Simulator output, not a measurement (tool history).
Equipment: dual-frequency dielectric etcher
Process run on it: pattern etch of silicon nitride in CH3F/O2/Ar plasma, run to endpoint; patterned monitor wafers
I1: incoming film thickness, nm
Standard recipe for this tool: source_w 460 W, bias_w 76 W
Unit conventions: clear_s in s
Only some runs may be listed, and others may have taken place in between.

run 1 hour=0 | source_w=460 bias_w=76 | I1=32.66 | clear_s=42.5
run 2 hour=13.3 | source_w=460 bias_w=76 | I1=32.45 | clear_s=41.9
run 3 hour=19.5 | source_w=460 bias_w=76 | I1=32.44 | clear_s=41.9
run 4 hour=32.3 | source_w=460 bias_w=76 | I1=32.45 | clear_s=41.5
run 5 hour=59.8 | source_w=460 bias_w=76 | I1=32.48 | clear_s=42.1
run 6 hour=76.7 | source_w=460 bias_w=76 | I1=32.73 | clear_s=42.1
run 7 hour=89.8 | source_w=460 bias_w=76 | I1=32.29 | clear_s=41.7
run 8 hour=100.1 | source_w=460 bias_w=76 | I1=32.38 | clear_s=41.6
run 9 hour=113.2 | source_w=460 bias_w=76 | I1=32.3 | clear_s=41.8
run 10 hour=122.1 | source_w=460 bias_w=76 | I1=32.48 | clear_s=41.7
run 11 hour=138.6 | source_w=460 bias_w=76 | I1=32.56 | clear_s=41.5
run 12 hour=151 | source_w=460 bias_w=87 | I1=31.8 | clear_s=37.8
run 13 hour=164.7 | source_w=460 bias_w=87 | I1=32.42 | clear_s=39.1
-- hour=197.9 wet clean of the chamber
run 14 hour=198.4 | source_w=460 bias_w=87 | I1=32.6 | clear_s=40.8
run 15 hour=198.8 | source_w=460 bias_w=76 | I1=32.29 | clear_s=44
run 16 hour=202.2 | source_w=460 bias_w=76 | I1=32.77 | clear_s=44.5
run 17 hour=211.9 | source_w=460 bias_w=76 | I1=32.13 | clear_s=43.4
run 18 hour=224.3 | source_w=380 bias_w=76 | I1=32.19 | clear_s=49.1
run 19 hour=230.7 | source_w=350 bias_w=67 | I1=32.22 | clear_s=55.6
run 20 hour=242.9 | source_w=460 bias_w=76 | I1=32.76 | clear_s=44.3
run 21 hour=249.6 | source_w=370 bias_w=76 | I1=32.77 | clear_s=50.4
run 22 hour=260.8 | source_w=460 bias_w=76 | I1=32.61 | clear_s=43.9
run 23 hour=277 | source_w=460 bias_w=76 | I1=32.5 | clear_s=43.5
run 24 hour=294 | source_w=460 bias_w=69 | I1=32.43 | clear_s=45.3
-- hour=303.6 source power generator calibrated
run 25 hour=304.1 | source_w=410 bias_w=61 | I1=32.09 | clear_s=51.9
run 26 hour=307.7 | source_w=460 bias_w=90 | I1=32.52 | clear_s=40.4
-- hour=332.3 upper electrode replaced
run 27 hour=332.8 | source_w=460 bias_w=76 | I1=32.54 | clear_s=43.3
run 28 hour=333.2 | source_w=530 bias_w=76 | I1=32.32 | clear_s=40.2
run 29 hour=341.3 | source_w=430 bias_w=71 | I1=32.37 | clear_s=47.2
-- hour=347.9 bias power generator calibrated
run 30 hour=357.5 | source_w=360 bias_w=76 | I1=32.98 | clear_s=51.3
run 31 hour=409.6 | source_w=550 bias_w=76 | I1=32.36 | clear_s=39.1
run 32 hour=416.1 | source_w=460 bias_w=76 | I1=32.31 | clear_s=43
run 33 hour=433.6 | source_w=360 bias_w=76 | I1=32.34 | clear_s=49.5
run 34 hour=460.7 | source_w=460 bias_w=76 | I1=31.99 | clear_s=42.3

Branching from run 34: 5 alternative next runs. What would each branch give?
run A hour=461.1 | source_w=460 bias_w=76 | I1=32.07 | clear_s=?
run B hour=461.1 | source_w=530 bias_w=58 | I1=32.07 | clear_s=?
run C hour=461.1 | source_w=350 bias_w=76 | I1=32.07 | clear_s=?
run D hour=461.1 | source_w=430 bias_w=63 | I1=32.07 | clear_s=?
run E hour=461.1 | source_w=400 bias_w=88 | I1=32.07 | clear_s=?

run=A clear_s=42.2
run=B clear_s=45
run=C clear_s=50.2
run=D clear_s=48.6
run=E clear_s=42.5
With no hidden state in the tool, these same runs would have given:
run=A clear_s=43.1
run=B clear_s=45.9
run=C clear_s=51.2
run=D clear_s=49.7
run=E clear_s=43.4

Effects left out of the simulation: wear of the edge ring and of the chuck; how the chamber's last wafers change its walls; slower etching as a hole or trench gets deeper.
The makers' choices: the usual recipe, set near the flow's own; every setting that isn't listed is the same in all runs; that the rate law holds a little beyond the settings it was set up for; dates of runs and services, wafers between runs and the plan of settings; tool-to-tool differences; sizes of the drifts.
